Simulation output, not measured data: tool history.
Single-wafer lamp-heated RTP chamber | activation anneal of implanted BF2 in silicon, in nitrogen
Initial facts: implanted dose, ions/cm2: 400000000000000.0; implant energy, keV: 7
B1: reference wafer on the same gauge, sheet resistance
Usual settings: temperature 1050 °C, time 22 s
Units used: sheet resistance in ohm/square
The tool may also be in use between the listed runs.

{"run": 1, "hour": 0.0, "temperature": 1050, "time": 22, "B1": 326.08, "sheet resistance": 346.81}
{"hour": 0.2, "done": "pyrometer window cleaned and pyrometer calibrated"}
{"run": 2, "hour": 14.8, "temperature": 1050, "time": 22, "B1": 326, "sheet resistance": 346.91}
{"run": 3, "hour": 40.2, "temperature": 1050, "time": 30, "B1": 326.17, "sheet resistance": 333.06}
{"run": 4, "hour": 73.9, "temperature": 1050, "time": 30, "B1": 325.98, "sheet resistance": 332.32}
{"run": 5, "hour": 102.9, "temperature": 1061, "time": 16, "B1": 326.09, "sheet resistance": 349.15}
{"run": 6, "hour": 136.9, "temperature": 1061, "time": 16, "B1": 325.86, "sheet resistance": 346.1}
{"run": 7, "hour": 167.5, "temperature": 1050, "time": 13, "B1": 325.74, "sheet resistance": 370.39}
{"hour": 198.3, "done": "pyrometer window cleaned and pyrometer calibrated"}
{"run": 8, "hour": 201.3, "temperature": 1050, "time": 13, "B1": 326.16, "sheet resistance": 368.25}
{"hour": 209.7, "done": "reflector plate cleaned"}
{"run": 9, "hour": 221.8, "temperature": 1050, "time": 22, "B1": 326, "sheet resistance": 346.82}
{"run": 10, "hour": 251.0, "temperature": 1050, "time": 22, "B1": 325.97, "sheet resistance": 348.3}
{"hour": 274.9, "done": "gauge calibrated"}
{"run": 11, "hour": 350.4, "temperature": 1061, "time": 16, "B1": 326, "sheet resistance": 348.54}
{"hour": 369.4, "done": "pyrometer window cleaned and pyrometer calibrated"}
{"run": 12, "hour": 382.7, "temperature": 1040, "time": 22, "B1": 326.04, "sheet resistance": 358.32}
{"run": 13, "hour": 399.4, "temperature": 1050, "time": 22, "B1": 326.06, "sheet resistance": 349.04}
{"run": 14, "hour": 432.5, "temperature": 1060, "time": 29, "B1": 326.06, "sheet resistance": 325.33}
{"run": 15, "hour": 456.1, "temperature": 1059, "time": 33, "B1": 326.07, "sheet resistance": 322.15}

For run 16, what comes out?
{"hour": 486.6, "done": "reflector plate cleaned"}
{"run": 16, "hour": 490.4, "temperature": 1050, "time": 22, "B1": "?", "sheet resistance": "?"}

Run 16 produced B1 325.95, sheet resistance 348.67 ohm/square.
Minus the tool's unlogged condition, the same run would have read sheet resistance 348.67 ohm/square.

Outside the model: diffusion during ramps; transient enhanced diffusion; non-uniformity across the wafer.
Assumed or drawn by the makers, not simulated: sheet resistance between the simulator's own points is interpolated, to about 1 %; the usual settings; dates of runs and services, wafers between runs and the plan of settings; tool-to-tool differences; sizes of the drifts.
